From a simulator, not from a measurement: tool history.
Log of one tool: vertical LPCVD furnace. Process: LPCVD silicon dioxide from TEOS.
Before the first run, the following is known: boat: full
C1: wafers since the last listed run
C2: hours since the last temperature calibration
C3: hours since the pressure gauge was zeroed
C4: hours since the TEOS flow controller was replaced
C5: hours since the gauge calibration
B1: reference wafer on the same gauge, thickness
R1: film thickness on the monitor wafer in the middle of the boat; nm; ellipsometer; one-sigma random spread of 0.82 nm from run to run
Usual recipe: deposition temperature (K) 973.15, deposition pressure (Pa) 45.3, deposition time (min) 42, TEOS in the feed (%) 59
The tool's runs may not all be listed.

run 1 day=0 | deposition_temperature_(K)=973.15 deposition_pressure_(Pa)=45.3 deposition_time_(min)=42 TEOS_in_the_feed_(%)=59 | C1=0 C2=1938.5 C3=5089.3 C4=3434.9 C5=97.4 | B1=313.1 | R1=306.37
run 2 day=0.975 | deposition_temperature_(K)=978.15 deposition_pressure_(Pa)=45.3 deposition_time_(min)=42 TEOS_in_the_feed_(%)=59 | C1=240 C2=1961.9 C3=5112.7 C4=3458.3 C5=120.8 | B1=313.07 | R1=344.32
run 3 day=2.175 | deposition_temperature_(K)=978.15 deposition_pressure_(Pa)=45.3 deposition_time_(min)=42 TEOS_in_the_feed_(%)=59 | C1=296 C2=1990.7 C3=5141.5 C4=3487.1 C5=149.6 | B1=312.96 | R1=345.65
run 4 day=3.608 | deposition_temperature_(K)=973.15 deposition_pressure_(Pa)=45.3 deposition_time_(min)=42 TEOS_in_the_feed_(%)=59 | C1=354 C2=2025.1 C3=5175.9 C4=3521.5 C5=184 | B1=312.85 | R1=307.98
run 5 day=4.825 | deposition_temperature_(K)=973.15 deposition_pressure_(Pa)=45.3 deposition_time_(min)=42 TEOS_in_the_feed_(%)=59 | C1=300 C2=2054.3 C3=5205.1 C4=3550.7 C5=213.2 | B1=313.13 | R1=309.56
run 6 day=5.546 | deposition_temperature_(K)=973.15 deposition_pressure_(Pa)=45.3 deposition_time_(min)=42 TEOS_in_the_feed_(%)=59 | C1=178 C2=2071.6 C3=5222.4 C4=3568 C5=230.5 | B1=312.87 | R1=308.59
run 7 day=6.942 | deposition_temperature_(K)=973.15 deposition_pressure_(Pa)=45.3 deposition_time_(min)=42 TEOS_in_the_feed_(%)=59 | C1=344 C2=2105.1 C3=5255.9 C4=3601.5 C5=264 | B1=312.75 | R1=310.07
run 8 day=7.592 | deposition_temperature_(K)=973.15 deposition_pressure_(Pa)=45.3 deposition_time_(min)=42 TEOS_in_the_feed_(%)=59 | C1=160 C2=2120.7 C3=5271.5 C4=3617.1 C5=279.6 | B1=313.15 | R1=309.57
-- day=9.196 gauge calibrated
-- day=9.512 TEOS flow controller replaced
run 9 day=9.533 | deposition_temperature_(K)=973.15 deposition_pressure_(Pa)=52 deposition_time_(min)=42 TEOS_in_the_feed_(%)=59 | C1=232 C2=2167.3 C3=5318.1 C4=0.5 C5=8.1 | B1=312.92 | R1=334.14

Run 10 has not been measured yet. What should we expect?
run 10 day=9.896 | deposition_temperature_(K)=973.15 deposition_pressure_(Pa)=45.3 deposition_time_(min)=28 TEOS_in_the_feed_(%)=47 | C1=89 C2=2176 C3=5326.8 C4=9.2 C5=16.8 | B1=? | R1=?

{"run 10": {"B1": 312.82, "R1": 185.1}}
Take away the tool's hidden state, keep the run-to-run variation as it was, and the same run would have given R1 170.04 nm.

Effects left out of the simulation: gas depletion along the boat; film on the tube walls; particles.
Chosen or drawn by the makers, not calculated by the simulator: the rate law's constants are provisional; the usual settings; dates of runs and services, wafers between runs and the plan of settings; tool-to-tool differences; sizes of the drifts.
